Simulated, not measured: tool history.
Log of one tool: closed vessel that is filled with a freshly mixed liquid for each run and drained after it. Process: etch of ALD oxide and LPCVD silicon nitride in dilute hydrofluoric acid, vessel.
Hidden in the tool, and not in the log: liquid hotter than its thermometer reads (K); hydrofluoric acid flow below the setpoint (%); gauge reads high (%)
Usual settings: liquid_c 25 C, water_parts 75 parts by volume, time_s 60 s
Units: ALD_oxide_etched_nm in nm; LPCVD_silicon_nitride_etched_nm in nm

run   hour  liquid_c  water_parts  time_s  wafers since the last listed run  hours since the thermometer was replaced  hours since the hydrofluoric acid flow meter was replaced  hours since the gauge calibration  read-back film thickness of the ALD oxide reference wafer, read on the same gauge (nm)  read-back film thickness of the LPCVD silicon nitride reference wafer, read on the same gauge (nm)  ALD_oxide_etched_nm  LPCVD_silicon_nitride_etched_nm
  1      0        25           60      80                                 0                                       6.1                                                     1402.6                               41.7                                                                                   39.93                                                                                               69.95                51.12                            0.696
  2   25.8        25           60      80                              2078                                      31.9                                                     1428.4                               67.5                                                                                   39.89                                                                                               69.84                50.53                            0.627
  3   41.4        25           60      80                              1256                                      47.5                                                       1444                               83.1                                                                                   39.86                                                                                               69.74                51.33                            0.579
  4   55.1      27.5           75      30                              1103                                      61.2                                                     1457.7                               96.8                                                                                   39.81                                                                                              69.694                16.57                            0.227
  5  158.1        25           75      80                              8297                                     164.2                                                     1560.7                              199.8                                                                                    39.6                                                                                               69.25                39.25                            0.552
  6  178.1      28.5           50      90                              1611                                     184.2                                                     1580.7                              219.8                                                                                   39.54                                                                                               69.22                79.28                            0.982
  7  208.8        25           75      60                              2473                                     214.9                                                     1611.4                              250.5                                                                                   39.48                                                                                              69.083                29.24                            0.368
  8    240        23           95      75                              2513                                     246.1                                                     1642.6                              281.7                                                                                   39.44                                                                                              69.002                25.88                            0.332
  9  267.2        25           45      60                              2191                                     273.3                                                     1669.8                              308.9                                                                                   39.38                                                                                              68.906                51.04                            0.607
 10  283.4      27.5           75      60                              1305                                     289.5                                                       1686                              325.1                                                                                   39.35                                                                                              68.889                32.18                            0.393
 11  300.1      23.5          100      60                              1345                                     306.2                                                     1702.7                              341.8                                                                                   39.32                                                                                              68.844                   20                            0.312
 12  317.1        25           75      60                              1369                                     323.2                                                     1719.7                              358.8                                                                                   39.31                                                                                                68.8                29.59                            0.349
 13  331.4        25           55      90                              1151                                     337.5                                                       1734                              373.1                                                                                    39.3                                                                                              68.781                61.56                            0.803
 14  352.2      29.5           75      60                              1675                                     358.3                                                     1754.8                              393.9                                                                                   39.26                                                                                              68.724                34.82                            0.541
 15  379.2      23.5           75      75                              2175                                     385.3                                                     1781.8                              420.9                                                                                   39.25                                                                                              68.667                34.56                            0.396
 16  408.2      23.5           60      40                              2336                                     414.3                                                     1810.8                              449.9                                                                                   39.22                                                                                              68.646                23.64                            0.301
 17  421.1        22           90      60                              1039                                     427.2                                                     1823.7                              462.8                                                                                   39.18                                                                                              68.583                21.27                            0.253
     427.5  -- hydrofluoric acid flow meter replaced
 18  440.8      22.5           85      75                              1506                                     446.9                                                       13.3                              482.5                                                                                   39.21                                                                                              68.579                28.57                             0.36
 19  474.3      26.5          100      40                              2698                                     480.4                                                       46.8                                516                                                                                   39.14                                                                                              68.523                15.18                            0.227
 20  488.5        25           75      40                              1143                                     494.6                                                         61                              530.2                                                                                   39.14                                                                                              68.477                19.51                            0.255
 21    517        25           95      80                              2295                                     523.1                                                       89.5                              558.7                                                                                   39.09                                                                                              68.451                29.94                            0.437
 22  552.8        25           75      60                              2883                                     558.9                                                      125.3                              594.5                                                                                   39.04                                                                                              68.388                29.36                            0.356
 23  581.5        25           90      90                              2312                                     587.6                                                        154                              623.2                                                                                   39.04                                                                                              68.379                 35.9                            0.515
 24  614.6        28           35      45                              2666                                     620.7                                                      187.1                              656.3                                                                                   39.01                                                                                              68.325                55.72                            0.794
 25    633        21          110      40                              1482                                     639.1                                                      205.5                              674.7                                                                                   39.01                                                                                              68.322                10.79                            0.128
 26  652.6      23.5           75      75                              1578                                     658.7                                                      225.1                              694.3                                                                                   39.04                                                                                              68.284                34.46                             0.47

How the hidden state differs across the entries between the runs, from the last listed run before each to the first after it:
Between runs 17 and 18: hydrofluoric acid flow meter replaced (hour 427.5)
  gauge reads high (%): -2.01 -> -2.06
  measured less the result without the state, ALD_oxide_etched_nm: -0.44 -> -0.6 nm
